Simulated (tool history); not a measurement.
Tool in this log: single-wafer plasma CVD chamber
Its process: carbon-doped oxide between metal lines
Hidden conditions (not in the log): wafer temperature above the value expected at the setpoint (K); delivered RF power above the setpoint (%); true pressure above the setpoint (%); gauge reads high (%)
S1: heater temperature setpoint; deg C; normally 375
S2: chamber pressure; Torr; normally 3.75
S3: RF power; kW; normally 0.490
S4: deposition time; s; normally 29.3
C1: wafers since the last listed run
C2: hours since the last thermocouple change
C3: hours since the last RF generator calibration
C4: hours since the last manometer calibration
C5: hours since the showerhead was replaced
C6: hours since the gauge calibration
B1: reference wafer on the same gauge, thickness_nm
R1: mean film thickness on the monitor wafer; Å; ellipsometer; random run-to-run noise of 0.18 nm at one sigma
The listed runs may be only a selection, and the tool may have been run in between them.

Run 1, hour 0.0: usual settings; C1 0; C2 2452.2; C3 1497.9; C4 1325.6; C5 2666.4; C6 537.7; B1 132.971. Result: R1 1201.13 Å.
Run 2, hour 48.4: usual settings; C1 1105; C2 2500.6; C3 1546.3; C4 1374.0; C5 2714.8; C6 586.1; B1 133.029. Result: R1 1202.45 Å.
At hour 99.5: gauge calibrated.
Run 3, hour 128.8: usual settings; C1 1835; C2 2581.0; C3 1626.7; C4 1454.4; C5 2795.2; C6 29.3; B1 132.998. Result: R1 1198.85 Å.
Run 4, hour 171.9: usual settings; C1 984; C2 2624.1; C3 1669.8; C4 1497.5; C5 2838.3; C6 72.4; B1 132.988. Result: R1 1198.89 Å.
Run 5, hour 259.3: usual settings; C1 1995; C2 2711.5; C3 1757.2; C4 1584.9; C5 2925.7; C6 159.8; B1 133.005. Result: R1 1199.63 Å.
Run 6, hour 352.7: usual settings; C1 2132; C2 2804.9; C3 1850.6; C4 1678.3; C5 3019.1; C6 253.2; B1 133.011. Result: R1 1200.19 Å.
Run 7, hour 416.7: usual settings but S3 0.445 kW; C1 1461; C2 2868.9; C3 1914.6; C4 1742.3; C5 3083.1; C6 317.2; B1 132.967. Result: R1 1133.68 Å.
Run 8, hour 457.8: usual settings; C1 938; C2 2910.0; C3 1955.7; C4 1783.4; C5 3124.2; C6 358.3; B1 133.017. Result: R1 1199.25 Å.
At hour 476.4: thermocouple changed; heater temperature recalibrated.
Run 9, hour 539.8: usual settings but S1 366 deg C, S2 2.83 Torr, S3 0.455 kW, S4 33.1 s; C1 1689; C2 63.4; C3 2037.7; C4 1865.4; C5 3206.2; C6 440.3; B1 132.994. Result: R1 1297.92 Å.
At hour 575.5: RF generator calibrated.
Run 10, hour 622.0: usual settings; C1 1694; C2 145.6; C3 46.5; C4 1947.6; C5 3288.4; C6 522.5; B1 133.004. Result: R1 1220.11 Å.
At hour 636.2: gauge calibrated.
At hour 688.1: showerhead replaced.
At hour 696.0: capacitance manometer re-zeroed and calibrated.
Run 11, hour 724.0: usual settings but S2 4.65 Torr, S4 31.3 s; C1 1966; C2 247.6; C3 148.5; C4 28.0; C5 35.9; C6 87.8; B1 132.979. Result: R1 1331.81 Å.
Run 12, hour 819.7: usual settings but S1 380 deg C, S4 33.4 s; C1 2184; C2 343.3; C3 244.2; C4 123.7; C5 131.6; C6 183.5; B1 133.036. Result: R1 1365.45 Å.
Run 13, hour 919.2: usual settings but S1 371 deg C, S3 0.525 kW; C1 2271; C2 442.8; C3 343.7; C4 223.2; C5 231.1; C6 283.0; B1 133.015. Result: R1 1271.52 Å.

What does the tool deliver on the next run?
Run 14, hour 957.6: usual settings but S2 4.44 Torr; C1 876; C2 481.2; C3 382.1; C4 261.6; C5 269.5; C6 321.4; B1 ?. Result: R1 ?.

Run 14 produced B1 133.006, R1 1235.78 Å.
Had the tool carried no hidden state, the very same run would have given R1 1248.65 Å.
